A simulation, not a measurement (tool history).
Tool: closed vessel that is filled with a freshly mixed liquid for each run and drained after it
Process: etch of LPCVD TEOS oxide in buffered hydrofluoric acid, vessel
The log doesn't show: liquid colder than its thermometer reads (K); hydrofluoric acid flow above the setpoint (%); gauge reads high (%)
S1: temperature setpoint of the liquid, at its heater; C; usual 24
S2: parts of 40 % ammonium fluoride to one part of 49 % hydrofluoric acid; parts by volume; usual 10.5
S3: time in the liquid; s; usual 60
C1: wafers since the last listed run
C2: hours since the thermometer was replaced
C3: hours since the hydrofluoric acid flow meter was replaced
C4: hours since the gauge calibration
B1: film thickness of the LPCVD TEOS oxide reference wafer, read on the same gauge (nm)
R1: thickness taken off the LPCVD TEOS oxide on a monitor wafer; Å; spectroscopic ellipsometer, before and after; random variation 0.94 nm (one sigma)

run	hour	S1	S2	S3	C1	C2	C3	C4	B1	R1
1	0	24	10.5	60	0	683.6	1160.5	723.2	69.97	943.1
2	25.1	24	10.5	60	1836	708.7	1185.6	748.3	70.01	952.8
3	48.7	24	10.5	60	1726	732.3	1209.2	771.9	70	933.9
4	72.5	24	10.5	80	1741	756.1	1233	795.7	69.99	1260.4
5	98	24	10.5	80	1865	781.6	1258.5	821.2	70.04	1254.6
# hour 118.2: hydrofluoric acid flow meter replaced
6	159.4	24	10.5	60	4419	843	41.2	882.6	70	941
7	175.8	24	10.5	60	1199	859.4	57.6	899	70.01	950
# hour 185.3: gauge calibrated
# hour 197.6: thermometer replaced
8	200.8	24	10.5	60	1756	3.2	82.6	15.5	69.96	946.2
9	217.6	24	10.5	60	1229	20	99.4	32.3	70	938.2
10	245.7	24	10.5	60	2056	48.1	127.5	60.4	69.98	951.4
11	257.8	24	10.5	60	885	60.2	139.6	72.5	70.01	935.9
12	273.7	24	10.5	60	1163	76.1	155.5	88.4	69.96	949.6
13	295.2	24	10.5	60	1573	97.6	177	109.9	69.98	943.1
14	319.7	26	13	40	1792	122.1	201.5	134.4	70.01	575.1
15	335.4	21	12.5	30	1148	137.8	217.2	150.1	70.02	338.2
16	387.9	24	10.5	60	3841	190.3	269.7	202.6	70.01	946.2
17	414	24	10.5	90	1909	216.4	295.8	228.7	69.99	1424.3
18	435	19	7.5	30	1536	237.4	316.8	249.7	70.02	492.8
19	468.9	21.5	8.5	30	2480	271.3	350.7	283.6	69.99	485.5
20	491	26.5	7.5	95	1617	293.4	372.8	305.7	70.04	2327.2
21	503.4	21	13	70	907	305.8	385.2	318.1	69.99	751.3
22	523.1	24	10.5	60	1441	325.5	404.9	337.8	69.98	929.6
23	555.6	19.5	12	30	2377	358	437.4	370.3	69.98	324.1
24	575.2	22.5	10.5	60	1434	377.6	457	389.9	70	855.6
25	603.2	24	12	70	2048	405.6	485	417.9	70.01	953.8
26	627.7	24	10.5	60	1792	430.1	509.5	442.4	69.99	944.9
27	712.6	24	7	75	6212	515	594.4	527.3	69.99	1749
28	736.8	24	10.5	70	1770	539.2	618.6	551.5	70.02	1105.7
29	769.8	27.5	12.5	60	2414	572.2	651.6	584.5	70.02	949.6
30	786.6	24	10.5	60	1229	589	668.4	601.3	69.98	945
31	822.6	24	10.5	60	2634	625	704.4	637.3	70.04	946.9
32	835	28	12.5	50	907	637.4	716.8	649.7	70.01	811.9
33	865.8	19.5	10.5	30	2253	668.2	747.6	680.5	70.01	362

What the log doesn't show, run by run:
liquid colder than its thermometer reads (K): 0 in every run
hydrofluoric acid flow above the setpoint (%): 0 in every run
gauge reads high (%): 0 in every run
